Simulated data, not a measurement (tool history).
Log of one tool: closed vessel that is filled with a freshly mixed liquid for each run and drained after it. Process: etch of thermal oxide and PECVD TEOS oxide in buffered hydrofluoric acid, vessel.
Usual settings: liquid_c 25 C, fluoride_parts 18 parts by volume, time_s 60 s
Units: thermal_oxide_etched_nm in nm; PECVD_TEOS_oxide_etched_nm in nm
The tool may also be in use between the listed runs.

run    hour  liquid_c  fluoride_parts  time_s  read-back film thickness of the thermal oxide reference wafer, read on the same gauge (nm)  read-back film thickness of the PECVD TEOS oxide reference wafer, read on the same gauge (nm)  thermal_oxide_etched_nm  PECVD_TEOS_oxide_etched_nm
  1       0        25              18      60                                                                                       30.03                                                                                          89.97                    41.25                      119.79
  2    66.9        25              18      60                                                                                       29.96                                                                                          89.99                    41.52                       118.9
       81.4  -- hydrofluoric acid flow meter replaced, repeated, since the last time left the tool worse
  3   107.2        25              18      60                                                                                       29.96                                                                                          90.02                    39.62                      113.79
  4   134.9        25              18      60                                                                                       30.02                                                                                          89.99                    39.72                       114.3
  5   179.2        25              18      60                                                                                       29.98                                                                                          89.99                    39.96                      113.98
  6   233.9        25              18      60                                                                                       29.98                                                                                             90                       40                      115.55
  7   297.5        25              18      60                                                                                       29.99                                                                                          89.97                    39.82                      115.51
  8   358.9      28.5              11      30                                                                                          30                                                                                          89.98                    39.21                      112.47
      409.8  -- thermometer replaced
  9   420.9        25              18      60                                                                                          30                                                                                          89.98                     40.1                      115.42
 10   460.9        27              18      60                                                                                       29.94                                                                                          90.01                    44.73                      128.55
 11   529.9        25              18      90                                                                                       29.97                                                                                          89.97                    60.41                       173.3
      578.6  -- hydrofluoric acid flow meter replaced
 12   589.2        25              18      60                                                                                       29.99                                                                                          90.01                    39.74                      114.52
 13   622.5      21.5              12      60                                                                                       30.01                                                                                          89.99                    49.02                      140.69
 14   821.1      22.5              14      35                                                                                       29.96                                                                                             90                    25.98                       75.04
 15   862.3        25            13.5      60                                                                                       29.98                                                                                             90                    52.84                      152.36
 16     913      20.5            15.5      50                                                                                       30.01                                                                                          90.02                    30.17                       87.51
 17   940.3      23.5            24.5      75                                                                                       29.98                                                                                             90                    36.16                      104.56
 18  1001.1        25              13      95                                                                                       29.97                                                                                          90.01                    87.78                      255.11
 19  1045.7        25            22.5      60                                                                                       30.02                                                                                          90.01                    33.34                       96.86
 20  1073.3      27.5            14.5      75                                                                                       29.99                                                                                          89.94                    71.04                      205.58
     1077.3  -- thermometer replaced
     1112.6  -- hydrofluoric acid flow meter replaced
 21  1276.4        25              18      60                                                                                       29.98                                                                                          89.98                    39.94                      114.65
 22  1303.4        25              15      90                                                                                       29.99                                                                                          90.01                    70.87                      205.49
 23  1367.8      27.5              18      60                                                                                       29.96                                                                                          90.02                    45.84                      132.28
 24  1397.6      27.5            24.5      30                                                                                          30                                                                                          89.94                     17.9                       51.86
 25  1450.2        25            22.5      35                                                                                       29.94                                                                                          90.03                    19.39                       56.11
 26  1492.3        29            22.5      60                                                                                       29.99                                                                                          90.04                    40.91                      118.61

Forecast each of these 4 alternatives for the next run:
  A  1493        25              18      60                                                                                           ?                                                                                              ?                        ?                           ?
  B  1493        25              18      70                                                                                           ?                                                                                              ?                        ?                           ?
  C  1493      23.5              18      50                                                                                           ?                                                                                              ?                        ?                           ?
  D  1493      22.5            13.5      35                                                                                           ?                                                                                              ?                        ?                           ?

run  read-back film thickness of the thermal oxide reference wafer, read on the same gauge (nm)  read-back film thickness of the PECVD TEOS oxide reference wafer, read on the same gauge (nm)  thermal_oxide_etched_nm  PECVD_TEOS_oxide_etched_nm
  A                                                                                       30.03                                                                                             90                    39.86                      116.76
  B                                                                                       30.03                                                                                             90                     46.5                      136.22
  C                                                                                       30.03                                                                                             90                     30.6                       89.65
  D                                                                                       30.03                                                                                             90                    26.91                       78.81
Without the tool's hidden state the same runs would have given:
run  thermal_oxide_etched_nm  PECVD_TEOS_oxide_etched_nm
  A                    39.36                       115.3
  B                    45.92                      134.52
  C                    30.22                       88.53
  D                    26.57                       77.83
